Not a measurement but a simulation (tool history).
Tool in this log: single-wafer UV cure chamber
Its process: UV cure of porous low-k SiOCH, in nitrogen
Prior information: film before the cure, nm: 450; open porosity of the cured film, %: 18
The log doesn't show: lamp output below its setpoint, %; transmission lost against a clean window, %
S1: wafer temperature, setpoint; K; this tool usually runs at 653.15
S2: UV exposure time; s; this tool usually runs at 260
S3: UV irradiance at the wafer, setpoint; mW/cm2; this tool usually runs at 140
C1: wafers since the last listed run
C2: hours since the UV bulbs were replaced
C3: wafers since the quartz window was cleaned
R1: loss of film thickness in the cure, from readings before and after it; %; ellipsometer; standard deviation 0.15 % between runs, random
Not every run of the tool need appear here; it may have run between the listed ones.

| run | hour | S1 | S2 | S3 | C1 | C2 | C3 | R1 |
|---|---|---|---|---|---|---|---|---|
| 1 | 0.0 | 653.15 | 260 | 140 | 0 | 1295.0 | 1238 | 12.288 |
|  | 1.6 | quartz window cleaned |
| 2 | 8.6 | 653.15 | 260 | 140 | 56 | 1303.6 | 56 | 13.278 |
| 3 | 21.1 | 653.15 | 260 | 140 | 101 | 1316.1 | 158 | 12.998 |
| 4 | 35.7 | 653.15 | 260 | 140 | 118 | 1330.7 | 276 | 12.968 |
| 5 | 53.4 | 653.15 | 260 | 140 | 143 | 1348.4 | 420 | 12.918 |
| 6 | 60.7 | 653.15 | 260 | 140 | 59 | 1355.7 | 479 | 12.979 |
| 7 | 69.3 | 653.15 | 260 | 161 | 69 | 1364.3 | 549 | 13.768 |
| 8 | 78.2 | 653.15 | 260 | 161 | 72 | 1373.2 | 621 | 13.434 |
| 9 | 90.9 | 653.15 | 260 | 140 | 103 | 1385.9 | 724 | 12.697 |
| 10 | 102.4 | 653.15 | 260 | 140 | 93 | 1397.4 | 817 | 12.766 |
| 11 | 118.3 | 653.15 | 260 | 140 | 129 | 1413.3 | 946 | 12.716 |
| 12 | 129.4 | 653.15 | 260 | 140 | 90 | 1424.4 | 1037 | 12.522 |
|  | 147.8 | quartz window cleaned |
| 13 | 148.3 | 653.15 | 260 | 140 | 88 | 1443.3 | 4 | 13.170 |
| 14 | 156.2 | 653.15 | 260 | 140 | 64 | 1451.2 | 68 | 12.967 |
| 15 | 163.7 | 653.15 | 310 | 171 | 60 | 1458.7 | 129 | 15.195 |
| 16 | 176.2 | 653.15 | 310 | 171 | 101 | 1471.2 | 230 | 15.360 |
|  | 197.6 | UV bulbs replaced |
| 17 | 198.1 | 640.15 | 260 | 140 | 112 | 0.5 | 343 | 12.582 |
| 18 | 199.3 | 653.15 | 260 | 140 | 9 | 1.7 | 353 | 13.035 |
| 19 | 216.2 | 653.15 | 260 | 140 | 137 | 18.6 | 490 | 12.891 |
| 20 | 223.7 | 653.15 | 260 | 140 | 60 | 26.1 | 551 | 12.767 |
| 21 | 234.3 | 653.15 | 170 | 140 | 86 | 36.7 | 637 | 10.657 |
| 22 | 244.4 | 653.15 | 260 | 105 | 81 | 46.8 | 719 | 11.478 |
| 23 | 261.4 | 664.15 | 370 | 140 | 137 | 63.8 | 856 | 14.282 |
| 24 | 274.4 | 672.15 | 370 | 124 | 105 | 76.8 | 962 | 14.342 |
|  | 283.4 | quartz window cleaned |
| 25 | 288.6 | 653.15 | 190 | 176 | 50 | 91.0 | 42 | 13.061 |
| 26 | 302.2 | 671.15 | 260 | 140 | 110 | 104.6 | 152 | 13.515 |
| 27 | 318.2 | 653.15 | 260 | 140 | 129 | 120.6 | 282 | 12.904 |
| 28 | 325.7 | 633.15 | 360 | 114 | 60 | 128.1 | 343 | 13.166 |
| 29 | 332.2 | 639.15 | 365 | 173 | 52 | 134.6 | 396 | 15.296 |
| 30 | 344.4 | 653.15 | 260 | 140 | 98 | 146.8 | 495 | 13.080 |
| 31 | 361.0 | 644.15 | 340 | 129 | 134 | 163.4 | 630 | 13.564 |
| 32 | 370.5 | 663.15 | 135 | 153 | 77 | 172.9 | 707 | 10.374 |
| 33 | 381.5 | 644.15 | 400 | 140 | 89 | 183.9 | 796 | 15.060 |
| 34 | 388.0 | 653.15 | 260 | 140 | 52 | 190.4 | 849 | 12.888 |
| 35 | 396.9 | 653.15 | 260 | 118 | 72 | 199.3 | 921 | 11.618 |
| 36 | 404.5 | 653.15 | 260 | 140 | 61 | 206.9 | 983 | 12.470 |
|  | 419.1 | quartz window cleaned |
| 37 | 419.6 | 653.15 | 260 | 117 | 57 | 222.0 | 3 | 12.691 |
| 38 | 434.8 | 653.15 | 260 | 120 | 123 | 237.2 | 127 | 12.654 |
| 39 | 445.2 | 635.15 | 105 | 129 | 84 | 247.6 | 211 | 8.232 |
| 40 | 451.9 | 653.15 | 375 | 140 | 54 | 254.3 | 266 | 14.875 |
| 41 | 462.7 | 653.15 | 260 | 140 | 87 | 265.1 | 353 | 12.954 |
| 42 | 475.6 | 645.15 | 315 | 122 | 104 | 278.0 | 458 | 13.206 |

The logged runs with the hidden state left out (each run's random variation unchanged):
| run | R1 |
|---|---|
| 1 | 13.155 |
| 2 | 13.336 |
| 3 | 13.118 |
| 4 | 13.162 |
| 5 | 13.205 |
| 6 | 13.307 |
| 7 | 14.151 |
| 8 | 13.858 |
| 9 | 13.184 |
| 10 | 13.322 |
| 11 | 13.363 |
| 12 | 13.225 |
| 13 | 13.226 |
| 14 | 13.061 |
| 15 | 15.335 |
| 16 | 15.571 |
| 17 | 12.891 |
| 18 | 13.358 |
| 19 | 13.303 |
| 20 | 13.216 |
| 21 | 11.138 |
| 22 | 12.032 |
| 23 | 14.950 |
| 24 | 15.112 |
| 25 | 13.194 |
| 26 | 13.719 |
| 27 | 13.187 |
| 28 | 13.493 |
| 29 | 15.667 |
| 30 | 13.512 |
| 31 | 14.090 |
| 32 | 10.916 |
| 33 | 15.731 |
| 34 | 13.569 |
| 35 | 12.315 |
| 36 | 13.228 |
| 37 | 12.705 |
| 38 | 12.745 |
| 39 | 8.358 |
| 40 | 15.058 |
| 41 | 13.187 |
| 42 | 13.512 |
